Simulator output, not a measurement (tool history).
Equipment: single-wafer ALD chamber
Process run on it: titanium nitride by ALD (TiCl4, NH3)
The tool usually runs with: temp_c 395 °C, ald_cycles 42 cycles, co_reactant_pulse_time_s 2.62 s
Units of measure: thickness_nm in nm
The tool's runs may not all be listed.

| run | hour | temp_c | ald_cycles | co_reactant_pulse_time_s | wafers since the last listed run | hours since the last thermocouple change | hours since the showerhead was replaced | hours since the gauge calibration | read-back reference wafer on the same gauge, thickness_nm | thickness_nm |
|---|---|---|---|---|---|---|---|---|---|---|
| 1 | 0 | 401 | 42 | 3.21 | 0 | 2310 | 7706.1 | 246.9 | 1.083 | 0.953 |
| 2 | 56.4 | 401 | 42 | 3.21 | 163 | 2366.4 | 7762.5 | 303.3 | 1.083 | 0.951 |
| 3 | 121.6 | 395 | 42 | 2.62 | 188 | 2431.6 | 7827.7 | 368.5 | 1.083 | 0.945 |
| 4 | 164.2 | 395 | 42 | 2.62 | 123 | 2474.2 | 7870.3 | 411.1 | 1.082 | 0.943 |
| 5 | 229.9 | 395 | 48 | 2.62 | 189 | 2539.9 | 7936 | 476.8 | 1.083 | 1.081 |
| 6 | 258.8 | 395 | 48 | 2.62 | 83 | 2568.8 | 7964.9 | 505.7 | 1.082 | 1.08 |
| 7 | 309.7 | 395 | 42 | 2.62 | 147 | 2619.7 | 8015.8 | 556.6 | 1.083 | 0.946 |
| 8 | 335.9 | 395 | 42 | 2.62 | 75 | 2645.9 | 8042 | 582.8 | 1.083 | 0.943 |
| 9 | 368.3 | 395 | 42 | 2.62 | 93 | 2678.3 | 8074.4 | 615.2 | 1.084 | 0.942 |
|  | 374.3 | gauge calibrated |
| 10 | 420.9 | 395 | 42 | 2.62 | 152 | 2730.9 | 8127 | 46.6 | 1.083 | 0.943 |
| 11 | 622.2 | 400 | 42 | 2.62 | 582 | 2932.2 | 8328.3 | 247.9 | 1.083 | 0.948 |
|  | 653.6 | showerhead replaced |
|  | 666.7 | thermocouple changed; heater temperature recalibrated |
| 12 | 667.2 | 409 | 45 | 2.62 | 83 | 0.5 | 13.6 | 292.9 | 1.083 | 1.017 |
| 13 | 718.7 | 395 | 42 | 2.62 | 148 | 52 | 65.1 | 344.4 | 1.083 | 0.944 |
| 14 | 778.5 | 405 | 45 | 3.46 | 172 | 111.8 | 124.9 | 404.2 | 1.083 | 1.026 |
| 15 | 835.1 | 402 | 42 | 2.9 | 163 | 168.4 | 181.5 | 460.8 | 1.083 | 0.947 |
| 16 | 871.5 | 395 | 42 | 2.22 | 105 | 204.8 | 217.9 | 497.2 | 1.083 | 0.941 |
| 17 | 928.7 | 395 | 42 | 2.89 | 165 | 262 | 275.1 | 554.4 | 1.082 | 0.948 |
| 18 | 960.1 | 380 | 42 | 3.45 | 90 | 293.4 | 306.5 | 585.8 | 1.083 | 0.944 |
|  | 962.7 | gauge calibrated |
| 19 | 1031 | 404 | 34 | 2.94 | 204 | 364.3 | 377.4 | 68.3 | 1.083 | 0.768 |
| 20 | 1072.8 | 395 | 42 | 2.62 | 120 | 406.1 | 419.2 | 110.1 | 1.083 | 0.945 |

5 ways to go on from here, each from the tool as it stands after run 20. What would each give?
| A | 1073.3 | 395 | 42 | 2.13 | 1 | 406.6 | 419.7 | 110.6 | ? | ? |
| B | 1073.3 | 401 | 42 | 2.62 | 1 | 406.6 | 419.7 | 110.6 | ? | ? |
| C | 1073.3 | 390 | 48 | 1.76 | 1 | 406.6 | 419.7 | 110.6 | ? | ? |
| D | 1073.3 | 395 | 34 | 2.62 | 1 | 406.6 | 419.7 | 110.6 | ? | ? |
| E | 1073.3 | 388 | 42 | 2.62 | 1 | 406.6 | 419.7 | 110.6 | ? | ? |

| run | read-back reference wafer on the same gauge, thickness_nm | thickness_nm |
|---|---|---|
| A | 1.084 | 0.933 |
| B | 1.084 | 0.942 |
| C | 1.084 | 1.055 |
| D | 1.084 | 0.76 |
| E | 1.084 | 0.934 |
With no hidden state in the tool, these same runs would have given:
| run | thickness_nm |
|---|---|
| A | 0.933 |
| B | 0.942 |
| C | 1.055 |
| D | 0.76 |
| E | 0.934 |

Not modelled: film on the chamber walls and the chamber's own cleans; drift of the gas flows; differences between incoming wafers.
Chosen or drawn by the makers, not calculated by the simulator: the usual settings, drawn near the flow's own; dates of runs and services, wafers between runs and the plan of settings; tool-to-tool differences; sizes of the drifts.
